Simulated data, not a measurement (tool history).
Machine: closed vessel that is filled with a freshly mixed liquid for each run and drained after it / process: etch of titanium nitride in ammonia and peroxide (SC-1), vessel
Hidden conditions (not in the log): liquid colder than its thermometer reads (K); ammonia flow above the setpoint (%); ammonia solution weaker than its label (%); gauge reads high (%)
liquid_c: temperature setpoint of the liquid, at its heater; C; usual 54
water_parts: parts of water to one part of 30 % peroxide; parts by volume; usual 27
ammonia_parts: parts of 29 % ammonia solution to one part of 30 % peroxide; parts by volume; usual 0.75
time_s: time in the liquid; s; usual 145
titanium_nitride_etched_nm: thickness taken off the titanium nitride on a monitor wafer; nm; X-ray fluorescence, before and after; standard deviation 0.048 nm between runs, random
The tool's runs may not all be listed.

run	hour	liquid_c	water_parts	ammonia_parts	time_s	wafers since the last listed run	hours since the thermometer was replaced	hours since the ammonia flow meter was replaced	hours since the drum of ammonia solution was connected	hours since the gauge calibration	read-back film thickness of the titanium nitride reference wafer, read on the same gauge (nm)	titanium_nitride_etched_nm
1	0	54	27	0.75	145	0	933.5	1045.9	63.8	637.3	140	11.2
2	65.3	54	27	0.75	145	5339	998.8	1111.2	129.1	702.6	140.02	11.15
3	128.3	54	27	0.75	145	5151	1061.8	1174.2	192.1	765.6	140.03	11.08
4	212.6	54	27	0.75	165	6893	1146.1	1258.5	276.4	849.9	139.98	12.62
5	294.2	54	27	0.75	165	6672	1227.7	1340.1	358	931.5	140.02	12.64
6	368.2	54	27	0.75	145	6051	1301.7	1414.1	432	1005.5	139.99	11
# hour 396.5: new drum of ammonia solution connected
7	469.5	54	27	0.75	145	8201	1403	1515.4	73	1106.8	139.98	11.05
8	548.5	54	27	0.5	145	6460	1482	1594.4	152	1185.8	140.02	10.26
9	585.2	54	27	0.5	145	3001	1518.7	1631.1	188.7	1222.5	140.03	10.27
10	638.5	54	27	0.75	145	4358	1572	1684.4	242	1275.8	139.99	11.07
# hour 656.4: thermometer replaced
11	708.6	54	27	0.75	145	5650	52.2	1754.5	312.1	1345.9	139.99	11.32
12	804.5	54	27	0.75	85	7842	148.1	1850.4	408	1441.8	140.02	6.66
13	868.4	54	27	0.75	145	5225	212	1914.3	471.9	1505.7	140	11.21
# hour 876.9: new drum of ammonia solution connected
14	932.4	54	27	0.75	145	5151	276	1978.3	55.5	1569.7	139.97	11.32
15	1021.1	54	27	0.45	100	7253	364.7	2067	144.2	1658.4	139.97	7.06
# hour 1102.4: ammonia flow meter replaced
16	1107.4	48.5	23.5	0.75	95	6975	451	5	230.5	1744.7	140	5.36
# hour 1127: gauge calibrated
17	1215.7	45	38.5	0.35	65	8856	559.3	113.3	338.8	88.7	140	1.86
18	1282.8	54	27	0.75	145	5487	626.4	180.4	405.9	155.8	140	10.98
19	1362.8	49	18	0.75	115	6541	706.4	260.4	485.9	235.8	139.98	7.8
# hour 1371.4: new drum of ammonia solution connected
20	1465.6	54	33	0.75	145	8324	809.2	363.2	94.2	338.6	139.97	9.85
21	1566.7	54	27	0.75	145	8267	910.3	464.3	195.3	439.7	140.03	11.07
22	1623.7	57	17	0.4	180	4661	967.3	521.3	252.3	496.7	139.99	19.43
23	1719	56.5	27	0.5	80	7793	1062.6	616.6	347.6	592	139.98	6.69
24	1794.5	54	27	0.75	145	6173	1138.1	692.1	423.1	667.5	140.03	11

Alternative continuations, all from the tool just after run 24; predict every row:
A	1795.2	54	27	0.75	145	57	1138.8	692.8	423.8	668.2	?	?
B	1795.2	54	34.5	0.85	145	57	1138.8	692.8	423.8	668.2	?	?
C	1795.2	58	27	0.9	145	57	1138.8	692.8	423.8	668.2	?	?

run	read-back film thickness of the titanium nitride reference wafer, read on the same gauge (nm)	titanium_nitride_etched_nm
A	140.01	11.08
B	140.01	9.87
C	140.01	14.99
Stripped of hidden state, with their random variation kept, the same runs would have yielded:
run	titanium_nitride_etched_nm
A	11.3
B	10.06
C	15.28
